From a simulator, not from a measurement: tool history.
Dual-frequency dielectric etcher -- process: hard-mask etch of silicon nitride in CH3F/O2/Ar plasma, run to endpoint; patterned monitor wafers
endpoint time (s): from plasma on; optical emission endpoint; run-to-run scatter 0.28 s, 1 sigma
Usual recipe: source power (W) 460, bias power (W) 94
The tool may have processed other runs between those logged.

run,hour,source power (W),bias power (W),wafers since the last listed run,hours since the last wet clean,hours since the last source power generator calibration,hours since the last bias power generator calibration,hours since the last upper electrode change,"incoming incoming film thickness, nm",endpoint time (s)
1,0.0,460,94,0,11.6,3229.0,2817.0,2462.7,34.22,39.7
2,91.7,460,94,913,103.3,3320.7,2908.7,2554.4,33.89,38.4
3,145.4,460,94,534,157.0,3374.4,2962.4,2608.1,33.82,38.6
4,201.8,460,94,561,213.4,3430.8,3018.8,2664.5,33.89,38.5
5,249.0,460,94,470,260.6,3478.0,3066.0,2711.7,33.94,38.1
# hour 301.6: wet clean of the chamber
6,302.1,460,110,289,0.5,3531.1,3119.1,2764.8,33.40,36.5
7,393.7,460,110,912,92.1,3622.7,3210.7,2856.4,33.88,36.8
8,448.5,560,76,545,146.9,3677.5,3265.5,2911.2,33.65,36.1
9,520.6,460,94,718,219.0,3749.6,3337.6,2983.3,33.63,38.0
# hour 559.1: source power generator calibrated
10,581.7,400,116,568,280.1,22.6,3398.7,3044.4,33.81,38.5
# hour 654.0: wet clean of the chamber
11,669.0,460,94,630,15.0,109.9,3486.0,3131.7,33.82,38.3
# hour 715.8: bias power generator calibrated
# hour 744.0: upper electrode replaced
12,772.6,500,81,752,118.6,213.5,56.8,28.6,34.22,38.8
13,826.2,460,102,533,172.2,267.1,110.4,82.2,33.82,37.2
# hour 998.9: wet clean of the chamber
14,1059.5,390,116,2084,60.6,500.4,343.7,315.5,34.01,40.3
15,1110.5,460,110,507,111.6,551.4,394.7,366.5,33.75,36.7

What if the next run were any one of these 4? Each begins from the tool's condition after run 15:
A,1110.9,460,74,3,112.0,551.8,395.1,366.9,33.84,?
B,1110.9,360,100,3,112.0,551.8,395.1,366.9,33.84,?
C,1110.9,570,94,3,112.0,551.8,395.1,366.9,33.84,?
D,1110.9,430,104,3,112.0,551.8,395.1,366.9,33.84,?

run,endpoint time (s)
A,41.1
B,44.3
C,34.3
D,39.1
What these runs would have given with no unlogged condition in the tool:
run,endpoint time (s)
A,41.7
B,44.9
C,34.8
D,39.7

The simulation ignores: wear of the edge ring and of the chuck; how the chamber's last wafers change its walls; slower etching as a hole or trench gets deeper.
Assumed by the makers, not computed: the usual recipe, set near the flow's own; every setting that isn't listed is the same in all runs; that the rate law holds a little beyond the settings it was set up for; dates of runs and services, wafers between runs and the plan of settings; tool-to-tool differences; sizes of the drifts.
